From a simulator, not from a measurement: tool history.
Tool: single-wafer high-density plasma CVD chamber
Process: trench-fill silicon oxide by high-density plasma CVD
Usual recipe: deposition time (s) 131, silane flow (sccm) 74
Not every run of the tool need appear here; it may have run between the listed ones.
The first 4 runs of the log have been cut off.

| run | hour | deposition time (s) | silane flow (sccm) | read-back reference wafer on the same gauge, thickness_nm | mean film thickness on the monitor wafer (Å) |
|---|---|---|---|---|---|
| 5 | 139.2 | 112 | 74 | 1244.932 | 9102.54 |
| 6 | 160.5 | 112 | 74 | 1247.352 | 9149.62 |
| 7 | 191.0 | 112 | 74 | 1248.064 | 9162.54 |
| 8 | 207.1 | 119 | 74 | 1245.410 | 9794.23 |
| 9 | 240.6 | 119 | 74 | 1246.993 | 9765.95 |
| 10 | 271.2 | 119 | 74 | 1250.433 | 9717.80 |
| 11 | 296.0 | 147 | 74 | 1249.510 | 12001.08 |
| 12 | 331.6 | 147 | 74 | 1251.759 | 12040.69 |
| 13 | 350.1 | 147 | 74 | 1248.052 | 12038.08 |
| 14 | 368.2 | 131 | 79 | 1251.449 | 11174.79 |
| 15 | 387.7 | 131 | 79 | 1253.969 | 11171.49 |
| 16 | 418.2 | 131 | 79 | 1253.287 | 11153.43 |
| 17 | 451.7 | 131 | 74 | 1252.854 | 10752.17 |
|  | 467.1 | silane flow controller replaced |
| 18 | 480.0 | 131 | 74 | 1252.449 | 10737.16 |
| 19 | 513.9 | 131 | 86 | 1252.961 | 11893.95 |
| 20 | 530.7 | 131 | 86 | 1253.838 | 11940.13 |
| 21 | 564.3 | 131 | 86 | 1253.248 | 11881.28 |
| 22 | 593.5 | 131 | 74 | 1252.699 | 10796.93 |
| 23 | 618.7 | 131 | 74 | 1254.425 | 10769.34 |
| 24 | 650.7 | 131 | 68 | 1255.923 | 10218.98 |

Expected results for the next run?
| 25 | 669.2 | 131 | 74 | ? | ? |

For run 25 the tool returned read-back reference wafer on the same gauge, thickness_nm 1253.385, mean film thickness on the monitor wafer (Å) 10751.56.
Had the tool carried no hidden state, the very same run would have given mean film thickness on the monitor wafer (Å) 10277.45.

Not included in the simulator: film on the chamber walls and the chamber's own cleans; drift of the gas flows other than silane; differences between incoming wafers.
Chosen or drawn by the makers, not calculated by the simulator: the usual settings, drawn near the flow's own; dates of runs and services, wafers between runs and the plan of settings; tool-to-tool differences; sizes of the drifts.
